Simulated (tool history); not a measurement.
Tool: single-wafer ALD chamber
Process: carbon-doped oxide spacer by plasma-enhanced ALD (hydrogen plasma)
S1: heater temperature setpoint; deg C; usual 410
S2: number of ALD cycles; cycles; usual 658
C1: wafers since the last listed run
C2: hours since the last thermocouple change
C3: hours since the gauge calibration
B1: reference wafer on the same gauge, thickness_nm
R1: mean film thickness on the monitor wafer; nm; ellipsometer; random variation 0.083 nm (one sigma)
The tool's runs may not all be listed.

{"run": 1, "hour": 0.0, "S1": 410, "S2": 658, "C1": 0, "C2": 1171.7, "C3": 197.5, "B1": 28.399, "R1": 32.979}
{"run": 2, "hour": 14.0, "S1": 410, "S2": 725, "C1": 10, "C2": 1185.7, "C3": 211.5, "B1": 28.402, "R1": 36.305}
{"run": 3, "hour": 115.0, "S1": 410, "S2": 725, "C1": 75, "C2": 1286.7, "C3": 312.5, "B1": 28.405, "R1": 36.25}
{"run": 4, "hour": 149.7, "S1": 410, "S2": 725, "C1": 25, "C2": 1321.4, "C3": 347.2, "B1": 28.392, "R1": 36.24}
{"run": 5, "hour": 173.0, "S1": 410, "S2": 658, "C1": 17, "C2": 1344.7, "C3": 370.5, "B1": 28.399, "R1": 32.973}
{"run": 6, "hour": 200.5, "S1": 410, "S2": 658, "C1": 20, "C2": 1372.2, "C3": 398, "B1": 28.405, "R1": 32.992}
{"run": 7, "hour": 222.7, "S1": 410, "S2": 658, "C1": 16, "C2": 1394.4, "C3": 420.2, "B1": 28.415, "R1": 32.9}
{"run": 8, "hour": 239.3, "S1": 410, "S2": 658, "C1": 12, "C2": 1411, "C3": 436.8, "B1": 28.392, "R1": 32.738}
{"run": 9, "hour": 265.1, "S1": 399, "S2": 658, "C1": 19, "C2": 1436.8, "C3": 462.6, "B1": 28.41, "R1": 33.856}
{"run": 10, "hour": 285.5, "S1": 399, "S2": 658, "C1": 15, "C2": 1457.2, "C3": 483, "B1": 28.409, "R1": 34.09}
{"run": 11, "hour": 309.1, "S1": 399, "S2": 658, "C1": 17, "C2": 1480.8, "C3": 506.6, "B1": 28.406, "R1": 33.983}
{"run": 12, "hour": 338.6, "S1": 410, "S2": 658, "C1": 22, "C2": 1510.3, "C3": 536.1, "B1": 28.401, "R1": 32.725}
{"run": 13, "hour": 361.8, "S1": 410, "S2": 658, "C1": 17, "C2": 1533.5, "C3": 559.3, "B1": 28.372, "R1": 32.809}
{"run": 14, "hour": 384.9, "S1": 410, "S2": 658, "C1": 17, "C2": 1556.6, "C3": 582.4, "B1": 28.409, "R1": 33.022}
{"run": 15, "hour": 416.9, "S1": 419, "S2": 658, "C1": 23, "C2": 1588.6, "C3": 614.4, "B1": 28.395, "R1": 31.862}
{"hour": 417.4, "done": "gauge calibrated"}
{"run": 16, "hour": 443.6, "S1": 410, "S2": 658, "C1": 19, "C2": 1615.3, "C3": 26.2, "B1": 28.42, "R1": 32.84}
{"run": 17, "hour": 467.2, "S1": 421, "S2": 731, "C1": 17, "C2": 1638.9, "C3": 49.8, "B1": 28.421, "R1": 35.312}
{"run": 18, "hour": 544.4, "S1": 410, "S2": 658, "C1": 57, "C2": 1716.1, "C3": 127, "B1": 28.399, "R1": 32.905}
{"run": 19, "hour": 574.3, "S1": 415, "S2": 658, "C1": 22, "C2": 1746, "C3": 156.9, "B1": 28.399, "R1": 32.137}
{"run": 20, "hour": 617.1, "S1": 414, "S2": 559, "C1": 31, "C2": 1788.8, "C3": 199.7, "B1": 28.414, "R1": 27.394}
{"run": 21, "hour": 635.4, "S1": 417, "S2": 692, "C1": 13, "C2": 1807.1, "C3": 218, "B1": 28.421, "R1": 33.785}
{"hour": 648.6, "done": "thermocouple changed; heater temperature recalibrated"}
{"run": 22, "hour": 663.7, "S1": 424, "S2": 543, "C1": 15, "C2": 15.1, "C3": 246.3, "B1": 28.405, "R1": 26.172}
{"run": 23, "hour": 750.1, "S1": 405, "S2": 589, "C1": 64, "C2": 101.5, "C3": 332.7, "B1": 28.389, "R1": 30.32}
{"run": 24, "hour": 768.4, "S1": 419, "S2": 540, "C1": 13, "C2": 119.8, "C3": 351, "B1": 28.396, "R1": 26.481}
{"run": 25, "hour": 803.1, "S1": 410, "S2": 658, "C1": 25, "C2": 154.5, "C3": 385.7, "B1": 28.404, "R1": 33.035}
{"run": 26, "hour": 829.3, "S1": 414, "S2": 587, "C1": 19, "C2": 180.7, "C3": 411.9, "B1": 28.399, "R1": 29.172}

Measured less the same run without the tool's hidden state. The same run-to-run variation is in both; the gauge's scatter may not be:
The hidden state here: wafer temperature above the value expected at the setpoint (K); gauge reads high (%).
run=1 R1=-0.349
run=2 R1=-0.389
run=3 R1=-0.425
run=4 R1=-0.437
run=5 R1=-0.405
run=6 R1=-0.415
run=7 R1=-0.421
run=8 R1=-0.424
run=9 R1=-0.306
run=10 R1=-0.315
run=11 R1=-0.321
run=12 R1=-0.457
run=13 R1=-0.465
run=14 R1=-0.476
run=15 R1=-0.484
run=16 R1=-0.493
run=17 R1=-0.558
run=18 R1=-0.527
run=19 R1=-0.533
run=20 R1=-0.465
run=21 R1=-0.585
run=22 R1=-0.018
run=23 R1=-0.044
run=24 R1=-0.045
run=25 R1=-0.066
run=26 R1=-0.067

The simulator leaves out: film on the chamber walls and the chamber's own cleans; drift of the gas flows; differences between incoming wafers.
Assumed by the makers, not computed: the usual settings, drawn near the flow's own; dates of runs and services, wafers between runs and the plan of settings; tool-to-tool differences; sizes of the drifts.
